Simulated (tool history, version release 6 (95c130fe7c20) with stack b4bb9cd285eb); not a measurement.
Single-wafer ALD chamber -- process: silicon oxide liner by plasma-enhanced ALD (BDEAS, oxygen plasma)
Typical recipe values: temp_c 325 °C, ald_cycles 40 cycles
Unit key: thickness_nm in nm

run	hour	temp_c	ald_cycles	read-back reference wafer on the same gauge, thickness_nm	thickness_nm
1	0.0	325	40	3.665	3.627
2	12.7	325	40	3.671	3.627
3	42.2	325	40	3.687	3.629
4	58.7	330	40	3.686	3.601
5	93.9	325	40	3.694	3.676
6	112.6	325	40	3.699	3.675
7	148.3	325	40	3.700	3.663
8	181.1	319	38	3.706	3.497
9	206.8	319	38	3.714	3.497
10	235.2	333	40	3.721	3.616
11	258.4	325	34	3.727	3.128
12	292.8	325	34	3.721	3.156
13	321.0	332	40	3.729	3.648
14	343.7	325	36	3.726	3.327
15	369.2	325	40	3.723	3.702
16	392.1	325	40	3.731	3.658
17	412.2	325	40	3.742	3.700
18	516.9	325	42	3.741	3.872
19	544.6	329	40	3.738	3.680
20	572.9	329	40	3.745	3.667
21	587.4	339	47	3.733	4.276
22	611.4	325	40	3.746	3.697
23	637.2	329	40	3.742	3.682
24	671.4	313	33	3.742	3.119
# hour 704.3: gauge calibrated
# hour 706.0: thermocouple changed; heater temperature recalibrated
25	706.5	340	33	3.629	2.896
26	714.3	329	48	3.634	4.266
27	730.2	331	35	3.639	3.105
28	747.4	321	47	3.646	4.251
29	773.2	329	48	3.652	4.281
30	800.7	336	32	3.659	2.838
31	820.1	317	44	3.668	4.046
32	844.7	312	44	3.677	4.047
33	857.2	339	45	3.682	3.991
34	887.8	319	36	3.684	3.318
35	905.1	319	33	3.691	3.030
36	927.9	325	43	3.700	3.932
37	962.4	317	36	3.702	3.316
38	985.9	320	34	3.700	3.125
39	1010.0	325	40	3.709	3.656
40	1024.9	325	40	3.707	3.654
41	1059.5	325	33	3.706	3.033

Consider 3 possible next runs. They are alternatives, not a sequence: every one starts from the tool as it was left by run 41. What does each give?
A	1060.0	313	40	?	?
B	1060.0	311	46	?	?
C	1060.0	311	43	?	?

run	read-back reference wafer on the same gauge, thickness_nm	thickness_nm
A	3.707	3.775
B	3.707	4.356
C	3.707	4.072
Without the tool's unlogged condition, the same runs would have read:
run	thickness_nm
A	3.701
B	4.270
C	3.992
